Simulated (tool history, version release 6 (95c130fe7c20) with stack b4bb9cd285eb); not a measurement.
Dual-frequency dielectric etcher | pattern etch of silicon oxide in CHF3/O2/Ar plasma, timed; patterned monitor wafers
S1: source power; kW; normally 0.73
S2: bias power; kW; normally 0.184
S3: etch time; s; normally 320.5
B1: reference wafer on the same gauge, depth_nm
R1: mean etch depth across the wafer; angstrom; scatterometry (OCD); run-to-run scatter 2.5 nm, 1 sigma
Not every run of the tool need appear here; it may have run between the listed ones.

{"run": 1, "day": 0.0, "S1": 0.73, "S2": 0.184, "S3": 320.5, "B1": 748.4, "R1": 6537}
{"run": 2, "day": 1.346, "S1": 0.73, "S2": 0.184, "S3": 320.5, "B1": 748.9, "R1": 6534}
{"run": 3, "day": 2.675, "S1": 0.73, "S2": 0.184, "S3": 320.5, "B1": 749, "R1": 6544}
{"run": 4, "day": 3.971, "S1": 0.73, "S2": 0.184, "S3": 320.5, "B1": 748.7, "R1": 6567}
{"run": 5, "day": 4.862, "S1": 0.73, "S2": 0.184, "S3": 320.5, "B1": 748.5, "R1": 6597}
{"run": 6, "day": 6.038, "S1": 0.73, "S2": 0.184, "S3": 320.5, "B1": 748.5, "R1": 6561}
{"day": 7.846, "done": "wet clean of the chamber"}
{"run": 7, "day": 7.867, "S1": 0.78, "S2": 0.184, "S3": 320.5, "B1": 748.7, "R1": 6530}
{"day": 8.146, "done": "gauge calibrated"}
{"run": 8, "day": 8.238, "S1": 0.73, "S2": 0.184, "S3": 320.5, "B1": 749.1, "R1": 6425}
{"day": 9.312, "done": "bias power generator calibrated"}
{"run": 9, "day": 9.692, "S1": 0.73, "S2": 0.184, "S3": 268.5, "B1": 749.5, "R1": 5357}
{"run": 10, "day": 10.712, "S1": 0.73, "S2": 0.184, "S3": 320.5, "B1": 748.8, "R1": 6461}
{"run": 11, "day": 11.879, "S1": 0.73, "S2": 0.184, "S3": 320.5, "B1": 748.9, "R1": 6471}
{"run": 12, "day": 12.954, "S1": 0.66, "S2": 0.22, "S3": 397.5, "B1": 748.9, "R1": 8376}
{"day": 14.033, "done": "upper electrode replaced"}
{"run": 13, "day": 14.054, "S1": 0.73, "S2": 0.184, "S3": 403, "B1": 749.1, "R1": 8147}
{"day": 14.446, "done": "source power generator calibrated"}
{"run": 14, "day": 15.388, "S1": 0.73, "S2": 0.184, "S3": 320.5, "B1": 749.3, "R1": 6453}
{"run": 15, "day": 16.033, "S1": 0.73, "S2": 0.184, "S3": 320.5, "B1": 749, "R1": 6458}
{"run": 16, "day": 17.529, "S1": 0.61, "S2": 0.184, "S3": 320.5, "B1": 748.6, "R1": 6275}
{"run": 17, "day": 18.3, "S1": 0.73, "S2": 0.162, "S3": 399.5, "B1": 749.3, "R1": 7734}
{"run": 18, "day": 19.442, "S1": 0.73, "S2": 0.184, "S3": 284, "B1": 750, "R1": 5733}
{"run": 19, "day": 20.358, "S1": 0.78, "S2": 0.184, "S3": 406.5, "B1": 748.8, "R1": 8327}
{"run": 20, "day": 24.058, "S1": 0.73, "S2": 0.203, "S3": 411, "B1": 749, "R1": 8634}
{"run": 21, "day": 24.854, "S1": 0.79, "S2": 0.184, "S3": 349.5, "B1": 748.5, "R1": 7244}
{"run": 22, "day": 25.925, "S1": 0.58, "S2": 0.143, "S3": 239.5, "B1": 749.1, "R1": 4255}

Predict each of these 4 candidate next runs independently; none follows another, all start after run 22:
{"run": "A", "day": 25.946, "S1": 0.73, "S2": 0.184, "S3": 320.5, "B1": "?", "R1": "?"}
{"run": "B", "day": 25.946, "S1": 0.63, "S2": 0.222, "S3": 391.5, "B1": "?", "R1": "?"}
{"run": "C", "day": 25.946, "S1": 0.62, "S2": 0.184, "S3": 320.5, "B1": "?", "R1": "?"}
{"run": "D", "day": 25.946, "S1": 0.8, "S2": 0.184, "S3": 320.5, "B1": "?", "R1": "?"}

run=A B1=748.3 R1=6518
run=B B1=748.3 R1=8279
run=C B1=748.3 R1=6314
run=D B1=748.3 R1=6642
Without the tool's hidden state the same runs would have given:
run=A R1=6428
run=B R1=8165
run=C R1=6227
run=D R1=6551
